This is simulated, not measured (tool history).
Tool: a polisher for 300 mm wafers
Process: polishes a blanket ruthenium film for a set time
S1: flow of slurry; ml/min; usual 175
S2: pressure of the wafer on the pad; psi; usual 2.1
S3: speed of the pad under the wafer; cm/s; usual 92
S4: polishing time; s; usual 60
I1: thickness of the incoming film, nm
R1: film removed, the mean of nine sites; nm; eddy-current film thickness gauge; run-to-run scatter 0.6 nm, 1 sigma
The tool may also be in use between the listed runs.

run 1 hour=0 | S1=175 S2=2.1 S3=104 S4=60 | I1=570.3 | R1=60.4
run 2 hour=33.7 | S1=175 S2=2.1 S3=92 S4=60 | I1=582.3 | R1=52.7
run 3 hour=55.8 | S1=175 S2=2.1 S3=92 S4=60 | I1=563.9 | R1=51.8
run 4 hour=77.4 | S1=175 S2=2.1 S3=92 S4=60 | I1=569.2 | R1=51.1
run 5 hour=106.2 | S1=175 S2=2.1 S3=92 S4=60 | I1=563.9 | R1=50.7
run 6 hour=120.9 | S1=175 S2=2.1 S3=92 S4=60 | I1=561.2 | R1=48.4
-- hour=125.4 worn pad replaced by a new one
run 7 hour=150.5 | S1=175 S2=2.1 S3=92 S4=60 | I1=572.2 | R1=51.6
run 8 hour=194 | S1=175 S2=2.1 S3=92 S4=60 | I1=568.4 | R1=51.9
run 9 hour=228.6 | S1=175 S2=2.1 S3=92 S4=60 | I1=574.6 | R1=50
run 10 hour=248.7 | S1=175 S2=2.1 S3=92 S4=60 | I1=559.5 | R1=48.1
-- hour=270.3 worn pad replaced by a new one
run 11 hour=270.8 | S1=175 S2=2.1 S3=92 S4=60 | I1=569.5 | R1=52.1
run 12 hour=296.4 | S1=175 S2=2.1 S3=92 S4=60 | I1=561.9 | R1=51.3
run 13 hour=362.5 | S1=175 S2=2.1 S3=92 S4=60 | I1=571.5 | R1=49.8
run 14 hour=389.5 | S1=175 S2=2.1 S3=92 S4=60 | I1=572.7 | R1=47.5
run 15 hour=408.4 | S1=200 S2=1.6 S3=76 S4=54 | I1=580.5 | R1=27.4
-- hour=421.4 worn pad replaced by a new one
run 16 hour=434.7 | S1=175 S2=2.1 S3=92 S4=81 | I1=562.5 | R1=69.4
run 17 hour=451.4 | S1=205 S2=2.1 S3=122 S4=60 | I1=581.9 | R1=69.2
run 18 hour=474.3 | S1=175 S2=1.8 S3=92 S4=47 | I1=572 | R1=33.7
run 19 hour=488.3 | S1=175 S2=1.4 S3=70 S4=60 | I1=570.1 | R1=25
run 20 hour=507.9 | S1=125 S2=2.1 S3=92 S4=43 | I1=561.9 | R1=31.7
-- hour=523.1 slurry nozzle cleaned
run 21 hour=572.2 | S1=175 S2=2.8 S3=92 S4=60 | I1=576.2 | R1=64.9
-- hour=585.7 worn pad replaced by a new one
-- hour=608.4 head pressure recalibrated
run 22 hour=608.9 | S1=195 S2=1.7 S3=122 S4=54 | I1=576.3 | R1=54.1
run 23 hour=643 | S1=175 S2=2.1 S3=70 S4=60 | I1=562.4 | R1=40.7
run 24 hour=659.6 | S1=220 S2=1.7 S3=124 S4=48 | I1=569.6 | R1=47.5
run 25 hour=673.6 | S1=145 S2=2.1 S3=92 S4=60 | I1=580.7 | R1=51.8
run 26 hour=696 | S1=175 S2=2.1 S3=92 S4=60 | I1=572.7 | R1=51.1
run 27 hour=719 | S1=175 S2=2.1 S3=92 S4=60 | I1=568.5 | R1=50
run 28 hour=740.5 | S1=175 S2=2.1 S3=92 S4=60 | I1=566.6 | R1=48.3
-- hour=755.9 worn pad replaced by a new one
run 29 hour=764.6 | S1=175 S2=2.1 S3=106 S4=54 | I1=569.8 | R1=54.9

Branching from run 29: 3 alternative next runs. What would each branch give?
run A hour=765 | S1=175 S2=2.1 S3=64 S4=60 | I1=574.3 | R1=?
run B hour=765 | S1=175 S2=2.1 S3=92 S4=73 | I1=574.3 | R1=?
run C hour=765 | S1=225 S2=2.8 S3=122 S4=78 | I1=574.3 | R1=?

run=A R1=37.3
run=B R1=65.2
run=C R1=127.4
Without the tool's hidden state the same runs would have given:
run=A R1=38.3
run=B R1=67.1
run=C R1=130.5
